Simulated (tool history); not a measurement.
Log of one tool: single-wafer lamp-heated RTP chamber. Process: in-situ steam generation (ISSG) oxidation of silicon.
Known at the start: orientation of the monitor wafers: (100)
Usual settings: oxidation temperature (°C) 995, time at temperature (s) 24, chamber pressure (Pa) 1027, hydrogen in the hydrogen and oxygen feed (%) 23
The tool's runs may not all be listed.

run	hour	oxidation temperature (°C)	time at temperature (s)	chamber pressure (Pa)	hydrogen in the hydrogen and oxygen feed (%)	wafers since the last listed run	wafers since the last pyrometer calibration	hours since the pressure gauge was zeroed	hours since the hydrogen flow controller was replaced	hours since the gauge calibration	read-back reference wafer on the same gauge, thickness	oxide thickness on the monitor wafer (nm)
1	0	986	31	1027	23	0	3522	3313.2	6058.4	618.2	4.697	6.213
2	68	995	24	1027	23	395	3918	3381.2	6126.4	686.2	4.701	5.724
3	121.7	995	24	1027	23	312	4231	3434.9	6180.1	739.9	4.709	5.765
4	181.8	995	24	1027	23	349	4581	3495	6240.2	800	4.71	5.783
5	251.8	995	24	1027	23	407	4988	3565	6310.2	870	4.709	5.786
# hour 295.2: gauge calibrated
# hour 312.9: pyrometer window cleaned and pyrometer calibrated
6	313.4	995	24	1027	23	312	2	3626.6	6371.8	18.2	4.55	5.533
# hour 355.9: hydrogen flow controller replaced
7	356.4	988	24	1027	23	203	206	3669.6	0.5	61.2	4.563	5.467
8	379.8	988	24	1027	23	136	342	3693	23.9	84.6	4.577	5.435
9	419.1	988	24	1027	23	228	571	3732.3	63.2	123.9	4.597	5.457
10	466.1	1001	29	920	15	273	845	3779.3	110.2	170.9	4.608	5.791
# hour 489.7: pressure gauge zeroed
11	518.8	995	29	1027	23	260	1105	29.1	162.9	223.6	4.624	6.202
12	579.2	982	24	1027	23	351	1457	89.5	223.3	284	4.644	5.433
13	641.4	995	33	1027	23	362	1819	151.7	285.5	346.2	4.655	6.648
14	708.3	975	17	1027	23	389	2208	218.6	352.4	413.1	4.656	4.512
15	743.3	995	24	1027	23	203	2412	253.6	387.4	448.1	4.67	5.702
16	774.9	984	27	1027	29	183	2596	285.2	419	479.7	4.669	6.153
17	799.5	995	24	1027	23	143	2739	309.8	443.6	504.3	4.673	5.793
18	870.7	1001	33	1027	16	414	3154	381	514.8	575.5	4.68	6.373

Forecast each of these 3 alternatives for the next run:
A	871.2	995	24	1027	23	2	3157	381.5	515.3	576	?	?
B	871.2	1011	24	1133	29	2	3157	381.5	515.3	576	?	?
C	871.2	995	24	1187	19	2	3157	381.5	515.3	576	?	?

run	read-back reference wafer on the same gauge, thickness	oxide thickness on the monitor wafer (nm)
A	4.678	5.733
B	4.678	6.474
C	4.678	5.456
Without the tool's hidden state the same runs would have given:
run	oxide thickness on the monitor wafer (nm)
A	5.599
B	6.324
C	5.33

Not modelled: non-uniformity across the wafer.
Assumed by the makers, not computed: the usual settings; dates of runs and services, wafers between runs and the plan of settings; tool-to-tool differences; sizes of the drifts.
